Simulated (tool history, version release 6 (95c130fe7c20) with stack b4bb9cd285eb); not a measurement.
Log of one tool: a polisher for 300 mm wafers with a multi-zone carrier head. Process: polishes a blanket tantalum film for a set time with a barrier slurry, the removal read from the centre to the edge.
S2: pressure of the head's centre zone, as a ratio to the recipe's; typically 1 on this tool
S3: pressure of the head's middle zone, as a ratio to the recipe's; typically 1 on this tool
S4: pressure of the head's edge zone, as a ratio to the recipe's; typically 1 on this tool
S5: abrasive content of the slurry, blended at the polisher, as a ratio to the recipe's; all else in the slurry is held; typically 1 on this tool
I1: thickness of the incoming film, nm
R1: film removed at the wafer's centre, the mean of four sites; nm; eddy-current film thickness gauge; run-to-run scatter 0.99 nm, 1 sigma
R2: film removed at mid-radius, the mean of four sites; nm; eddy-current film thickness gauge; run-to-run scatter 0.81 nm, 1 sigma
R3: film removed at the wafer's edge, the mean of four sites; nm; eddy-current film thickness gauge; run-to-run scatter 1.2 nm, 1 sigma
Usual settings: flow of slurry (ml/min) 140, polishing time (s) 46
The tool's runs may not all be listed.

Run 1, hour 0: usual settings; I1 428.7. Result: R1 91.1 nm, R2 88.5 nm, R3 91 nm.
At hour 138: edge zone pressure recalibrated.
Run 2, hour 178.6: usual settings; I1 429.1. Result: R1 88.5 nm, R2 87 nm, R3 91.3 nm.
At hour 269.5: worn pad replaced by a new one.
Run 3, hour 284.4: usual settings but flow of slurry (ml/min) 105, S2 0.93, S3 0.95; I1 430.8. Result: R1 73.6 nm, R2 75.8 nm, R3 84.9 nm.
Run 4, hour 344.1: usual settings but S3 1.04, polishing time (s) 36; I1 430.6. Result: R1 69.2 nm, R2 70.2 nm, R3 71.1 nm.
At hour 419.5: slurry nozzle cleaned.
Run 5, hour 428: usual settings; I1 429.1. Result: R1 91.2 nm, R2 89.3 nm, R3 91.8 nm.
Run 6, hour 516.7: usual settings but S4 0.91; I1 426.3. Result: R1 91.7 nm, R2 88.9 nm, R3 89.4 nm.
Run 7, hour 677: usual settings but S2 0.9; I1 426.1. Result: R1 83.2 nm, R2 90.5 nm, R3 91.1 nm.
At hour 708.4: carrier head's membrane replaced by a new one.
At hour 811.3: centre zone pressure recalibrated.
At hour 821.5: edge zone pressure recalibrated.
Run 8, hour 852.8: usual settings but S2 1.11, S3 0.89, S5 0.75, polishing time (s) 62; I1 424.9. Result: R1 112.4 nm, R2 89.8 nm, R3 101.6 nm.
Run 9, hour 955.5: usual settings but S5 0.85; I1 433.9. Result: R1 81.9 nm, R2 79.7 nm, R3 82.7 nm.
At hour 1054.3: worn pad replaced by a new one.
Run 10, hour 1054.8: usual settings but S2 1.09, S4 0.94; I1 431.6. Result: R1 97.8 nm, R2 88.4 nm, R3 87.7 nm.
Run 11, hour 1121.7: usual settings but S5 1.25; I1 437. Result: R1 94.3 nm, R2 95 nm, R3 99.1 nm.
At hour 1142.1: slurry nozzle cleaned.
Run 12, hour 1203.5: usual settings but S2 1.07, S4 1.08, polishing time (s) 37; I1 430.9. Result: R1 78.7 nm, R2 72.5 nm, R3 77.6 nm.
Run 13, hour 1246.3: usual settings but S3 0.93; I1 424.4. Result: R1 91.1 nm, R2 85.1 nm, R3 93.1 nm.
Run 14, hour 1311.7: usual settings; I1 431.2. Result: R1 92.7 nm, R2 89.3 nm, R3 90.2 nm.
Run 15, hour 1455: usual settings; I1 431.4. Result: R1 90.1 nm, R2 88 nm, R3 90.9 nm.
Run 16, hour 1521.1: usual settings but flow of slurry (ml/min) 115, S2 1.08, S3 0.9; I1 433.1. Result: R1 89.9 nm, R2 77.3 nm, R3 89.4 nm.
At hour 1610.7: edge zone pressure recalibrated.
Run 17, hour 1616.6: usual settings; I1 437.2. Result: R1 87.4 nm, R2 86.6 nm, R3 90.7 nm.
At hour 1648.3: carrier head's membrane replaced by a new one.
Run 18, hour 1738.9: usual settings but S3 0.94, S4 1.09, polishing time (s) 62; I1 428. Result: R1 121.1 nm, R2 111.7 nm, R3 124.4 nm.
Run 19, hour 1837.1: usual settings but S3 0.94, polishing time (s) 42; I1 426.5. Result: R1 80 nm, R2 75.1 nm, R3 82.8 nm.
At hour 1847.2: slurry nozzle cleaned.
Run 20, hour 1874.3: usual settings; I1 430.6. Result: R1 91.4 nm, R2 88.4 nm, R3 93.6 nm.
At hour 1893.1: worn pad replaced by a new one.
Run 21, hour 1966: usual settings; I1 427.9. Result: R1 89.6 nm, R2 88.4 nm, R3 94.2 nm.

The tool's hidden state at each run:
removal rate lost through wear of the pad, %: 0, the same for each run
deviation of the centre zone's pressure from its setpoint, %: 0, the same for each run
deviation of the edge zone's pressure from its setpoint, %: 0, the same for each run
H1: slurry flow missing at the pad, %
run     H1
  1   9.07
  2   12.7
  3   14.9
  4   16.1
  5  0.372
  6   2.18
  7   5.44
  8   9.01
  9   11.1
 10   13.1
 11   14.5
 12   3.27
 13   4.14
 14   5.47
 15   8.38
 16   9.73
 17   11.7
 18   14.2
 19   16.2
 20   3.96
 21   5.83
